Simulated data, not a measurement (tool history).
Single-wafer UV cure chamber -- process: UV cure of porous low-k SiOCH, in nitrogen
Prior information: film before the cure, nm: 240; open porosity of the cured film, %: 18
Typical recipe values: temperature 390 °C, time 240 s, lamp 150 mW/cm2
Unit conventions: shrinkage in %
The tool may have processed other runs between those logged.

| run | hour | temperature | time | lamp | shrinkage |
|---|---|---|---|---|---|
| 1 | 0.0 | 390 | 355 | 150 | 16.184 |
| 2 | 83.9 | 390 | 355 | 150 | 16.237 |
| 3 | 162.4 | 390 | 355 | 150 | 16.009 |
| 4 | 221.0 | 390 | 350 | 128 | 15.401 |
| 5 | 264.0 | 390 | 350 | 128 | 15.392 |
| 6 | 352.4 | 390 | 350 | 128 | 14.978 |
| 7 | 456.3 | 390 | 240 | 150 | 13.730 |
| 8 | 549.3 | 390 | 240 | 150 | 13.888 |
| 9 | 628.0 | 390 | 240 | 150 | 13.706 |
| 10 | 678.0 | 390 | 240 | 150 | 13.661 |
| 11 | 754.8 | 390 | 240 | 150 | 13.963 |
| 12 | 809.7 | 390 | 240 | 150 | 13.920 |
| 13 | 888.4 | 390 | 240 | 130 | 12.716 |
| 14 | 948.5 | 390 | 240 | 150 | 13.482 |
| 15 | 992.1 | 390 | 240 | 150 | 13.554 |
| 16 | 1202.1 | 397 | 280 | 165 | 15.108 |
| 17 | 1250.7 | 397 | 110 | 150 | 9.770 |
| 18 | 1297.5 | 390 | 240 | 150 | 13.126 |
| 19 | 1339.4 | 390 | 240 | 150 | 13.033 |
| 20 | 1429.5 | 396 | 130 | 166 | 9.995 |
| 21 | 1504.2 | 390 | 240 | 150 | 12.193 |
| 22 | 1550.5 | 390 | 110 | 150 | 8.516 |
| 23 | 1630.5 | 390 | 240 | 150 | 12.280 |
| 24 | 1777.4 | 397 | 300 | 175 | 13.608 |
| 25 | 1824.1 | 390 | 240 | 150 | 11.925 |
| 26 | 1955.7 | 404 | 105 | 179 | 11.760 |
| 27 | 2062.6 | 400 | 180 | 178 | 14.018 |
| 28 | 2228.9 | 390 | 240 | 164 | 14.524 |
| 29 | 2263.1 | 403 | 240 | 139 | 14.269 |
| 30 | 2400.6 | 390 | 240 | 150 | 14.105 |

Not shown: 6 entries that the log had between the listed runs. Between which runs, and how does the tool's hidden state differ before and after?
In the gap between runs 7 and 8: quartz window cleaned (hour 479.1)
  lamp output below its setpoint, %: 14.5 -> 15.7
  measured result minus the result with no hidden state, shrinkage: -0.782 -> -0.866 %
In the gap between runs 14 and 15: quartz window cleaned (hour 991.6)
  lamp output below its setpoint, %: 20.9 -> 21.5
  measured result minus the result with no hidden state, shrinkage: -1.178 -> -1.223 %
In the gap between runs 19 and 20: UV bulbs replaced (hour 1400.6)
  lamp output below its setpoint, %: 26 -> 39.2
  measured result minus the result with no hidden state, shrinkage: -1.493 -> -2.353 %
In the gap between runs 22 and 23: quartz window cleaned (hour 1587.5)
  lamp output below its setpoint, %: 40.8 -> 41.9
  measured result minus the result with no hidden state, shrinkage: -2.369 -> -2.745 %
In the gap between runs 25 and 26: UV bulbs replaced, repeated, since the last time left the tool worse (hour 1920.8)
  lamp output below its setpoint, %: 44.4 -> 1.38
  measured result minus the result with no hidden state, shrinkage: -2.929 -> -0.066 %
In the gap between runs 27 and 28: quartz window cleaned (hour 2228.4)
  lamp output below its setpoint, %: 2.77 -> 4.93
  measured result minus the result with no hidden state, shrinkage: -0.140 -> -0.251 %
